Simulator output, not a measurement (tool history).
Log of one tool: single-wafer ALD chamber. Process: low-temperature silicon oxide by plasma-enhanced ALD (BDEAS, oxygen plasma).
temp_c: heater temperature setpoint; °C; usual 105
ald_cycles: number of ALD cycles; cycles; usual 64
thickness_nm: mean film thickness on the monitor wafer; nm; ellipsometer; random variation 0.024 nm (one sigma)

| run | hour | temp_c | ald_cycles | wafers since the last listed run | hours since the last thermocouple change | hours since the gauge calibration | read-back reference wafer on the same gauge, thickness_nm | thickness_nm |
|---|---|---|---|---|---|---|---|---|
| 1 | 0.0 | 105 | 64 | 0 | 1406.5 | 160.0 | 9.965 | 9.439 |
| 2 | 32.6 | 105 | 64 | 89 | 1439.1 | 192.6 | 9.952 | 9.408 |
| 3 | 65.4 | 105 | 64 | 89 | 1471.9 | 225.4 | 9.949 | 9.342 |
| 4 | 87.3 | 105 | 64 | 59 | 1493.8 | 247.3 | 9.949 | 9.346 |
| 5 | 114.2 | 105 | 64 | 73 | 1520.7 | 274.2 | 9.944 | 9.382 |
| 6 | 148.4 | 105 | 64 | 93 | 1554.9 | 308.4 | 9.941 | 9.386 |
|  | 163.4 | thermocouple changed; heater temperature recalibrated |
| 7 | 179.5 | 105 | 64 | 63 | 16.1 | 339.5 | 9.939 | 9.392 |
|  | 197.7 | gauge calibrated |
| 8 | 211.0 | 105 | 64 | 86 | 47.6 | 13.3 | 10.060 | 9.552 |
| 9 | 234.0 | 105 | 64 | 62 | 70.6 | 36.3 | 10.040 | 9.517 |
| 10 | 263.0 | 93 | 60 | 79 | 99.6 | 65.3 | 10.018 | 9.209 |
| 11 | 283.4 | 98 | 73 | 55 | 120.0 | 85.7 | 10.004 | 10.956 |
| 12 | 304.6 | 119 | 64 | 57 | 141.2 | 106.9 | 9.996 | 9.140 |
| 13 | 328.6 | 117 | 64 | 65 | 165.2 | 130.9 | 9.978 | 9.244 |
| 14 | 345.8 | 105 | 64 | 47 | 182.4 | 148.1 | 9.986 | 9.444 |
| 15 | 359.5 | 93 | 74 | 37 | 196.1 | 161.8 | 9.967 | 11.372 |

Hidden state or all else? Some run-to-run changes of thickness_nm, split into what the settings, what came in and random variation would give without the hidden state, and what is left for the hidden state (with any gauge scatter that isn't in both results):
The hidden state here: wafer temperature above the value expected at the setpoint (K); gauge reads high (%).
Run 7 -> 8: gauge calibrated. thickness_nm +0.160 nm: hidden state +0.124, all else +0.036.
Run 14 -> 15: temp_c 105 -> 93, ald_cycles 64 -> 74. thickness_nm +1.928 nm: hidden state -0.026, all else +1.954.

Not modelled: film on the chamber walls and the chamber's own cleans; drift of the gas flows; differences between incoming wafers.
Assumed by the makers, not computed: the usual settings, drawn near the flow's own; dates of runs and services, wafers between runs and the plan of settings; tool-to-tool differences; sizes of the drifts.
